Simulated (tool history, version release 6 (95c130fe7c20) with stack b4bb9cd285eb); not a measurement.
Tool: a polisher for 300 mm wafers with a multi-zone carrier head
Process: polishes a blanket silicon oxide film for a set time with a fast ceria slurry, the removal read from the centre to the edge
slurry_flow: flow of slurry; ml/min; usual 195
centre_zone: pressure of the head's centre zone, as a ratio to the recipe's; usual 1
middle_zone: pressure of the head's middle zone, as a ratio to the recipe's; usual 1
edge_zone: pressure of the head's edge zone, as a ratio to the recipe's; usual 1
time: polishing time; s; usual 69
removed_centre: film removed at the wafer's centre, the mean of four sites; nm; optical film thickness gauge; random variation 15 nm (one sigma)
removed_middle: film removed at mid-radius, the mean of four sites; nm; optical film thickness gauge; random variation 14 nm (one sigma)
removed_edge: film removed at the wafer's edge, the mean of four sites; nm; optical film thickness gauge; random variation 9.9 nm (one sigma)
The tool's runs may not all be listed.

| run | hour | slurry_flow | centre_zone | middle_zone | edge_zone | time | wafers since the last listed run | wafers polished on this pad | hours since the slurry nozzle was cleaned | hours since the centre zone pressure was calibrated | hours since the edge zone pressure was calibrated | hours since the carrier head's membrane was replaced | incoming thickness of the incoming film, nm | removed_centre | removed_middle | removed_edge |
|---|---|---|---|---|---|---|---|---|---|---|---|---|---|---|---|---|
| 1 | 0 | 195 | 1 | 1 | 1 | 69 | 0 | 546 | 131.3 | 507.7 | 355.6 | 110.6 | 2721.2 | 1021.2 | 958.9 | 1004.5 |
| 2 | 93.1 | 195 | 1 | 1 | 1 | 69 | 592 | 1139 | 224.4 | 600.8 | 448.7 | 203.7 | 2737.4 | 1016.2 | 987.2 | 1002.3 |
|  | 111.5 | worn pad replaced by a new one |
|  | 126.4 | slurry nozzle cleaned |
| 3 | 182.7 | 195 | 1 | 1 | 1 | 69 | 538 | 446 | 56.3 | 690.4 | 538.3 | 293.3 | 2747.5 | 1017.2 | 964.7 | 1018.1 |
|  | 364.8 | worn pad replaced by a new one |
|  | 365.6 | slurry nozzle cleaned |
| 4 | 430.5 | 230 | 1 | 1 | 1 | 69 | 1547 | 413 | 64.9 | 938.2 | 786.1 | 541.1 | 2753.9 | 1052.2 | 1009.3 | 1026.1 |
| 5 | 482.6 | 195 | 1 | 1 | 1 | 69 | 331 | 744 | 117 | 990.3 | 838.2 | 593.2 | 2743 | 1035.4 | 989.2 | 997.5 |
|  | 486.9 | centre zone pressure recalibrated |
| 6 | 519.5 | 195 | 1 | 1 | 1 | 69 | 222 | 967 | 153.9 | 32.6 | 875.1 | 630.1 | 2718.8 | 1032.3 | 1003.5 | 1009.6 |
| 7 | 565.6 | 195 | 1 | 1 | 1 | 69 | 293 | 1260 | 200 | 78.7 | 921.2 | 676.2 | 2760 | 1052.7 | 985.3 | 1009.8 |
|  | 576.8 | slurry nozzle cleaned |
|  | 614.7 | worn pad replaced by a new one |
| 8 | 715.6 | 260 | 1 | 1.05 | 0.95 | 83 | 922 | 642 | 138.8 | 228.7 | 1071.2 | 826.2 | 2752 | 1313.9 | 1286.7 | 1215.7 |
|  | 721.7 | carrier head's membrane replaced by a new one |
| 9 | 767.6 | 195 | 1 | 1 | 1 | 69 | 299 | 941 | 190.8 | 280.7 | 1123.2 | 45.9 | 2739.9 | 1015.9 | 980.3 | 989.8 |
|  | 780.3 | slurry nozzle cleaned |
|  | 836.5 | edge zone pressure recalibrated |
|  | 845.3 | worn pad replaced by a new one |
| 10 | 854.5 | 195 | 1 | 0.92 | 1.04 | 69 | 508 | 58 | 74.2 | 367.6 | 18 | 132.8 | 2752 | 996.8 | 935.1 | 1030.9 |
| 11 | 902.5 | 195 | 0.89 | 1 | 0.92 | 77 | 305 | 363 | 122.2 | 415.6 | 66 | 180.8 | 2789.9 | 1048.7 | 1103.7 | 1091.1 |
|  | 974 | slurry nozzle cleaned |
| 12 | 978.5 | 225 | 0.95 | 1 | 1.08 | 90 | 477 | 841 | 4.5 | 491.6 | 142 | 256.8 | 2739.7 | 1292.8 | 1296.4 | 1388.7 |
| 13 | 1071.9 | 195 | 1 | 1 | 1 | 69 | 594 | 1435 | 97.9 | 585 | 235.4 | 350.2 | 2744.7 | 984.8 | 995.8 | 1017.6 |
|  | 1085.9 | worn pad replaced by a new one |
| 14 | 1123.4 | 195 | 1 | 0.95 | 0.92 | 69 | 302 | 238 | 149.4 | 636.5 | 286.9 | 401.7 | 2765.6 | 1046.5 | 952.6 | 978.9 |

Forecast each of these 3 alternatives for the next run:
| A | 1123.8 | 195 | 1 | 1 | 1 | 69 | 2 | 241 | 149.8 | 636.9 | 287.3 | 402.1 | 2748.3 | ? | ? | ? |
| B | 1123.8 | 215 | 1 | 1 | 1.12 | 69 | 2 | 241 | 149.8 | 636.9 | 287.3 | 402.1 | 2748.3 | ? | ? | ? |
| C | 1123.8 | 195 | 0.93 | 1.03 | 1 | 69 | 2 | 241 | 149.8 | 636.9 | 287.3 | 402.1 | 2748.3 | ? | ? | ? |

| run | removed_centre | removed_middle | removed_edge |
|---|---|---|---|
| A | 1018.2 | 978.8 | 986.8 |
| B | 1035.4 | 993.4 | 1049 |
| C | 946.6 | 1002.6 | 986.4 |
Without the tool's hidden state the same runs would have given:
| run | removed_centre | removed_middle | removed_edge |
|---|---|---|---|
| A | 1018.2 | 978.8 | 986.8 |
| B | 1035.4 | 993.4 | 1049 |
| C | 946.6 | 1002.6 | 986.4 |
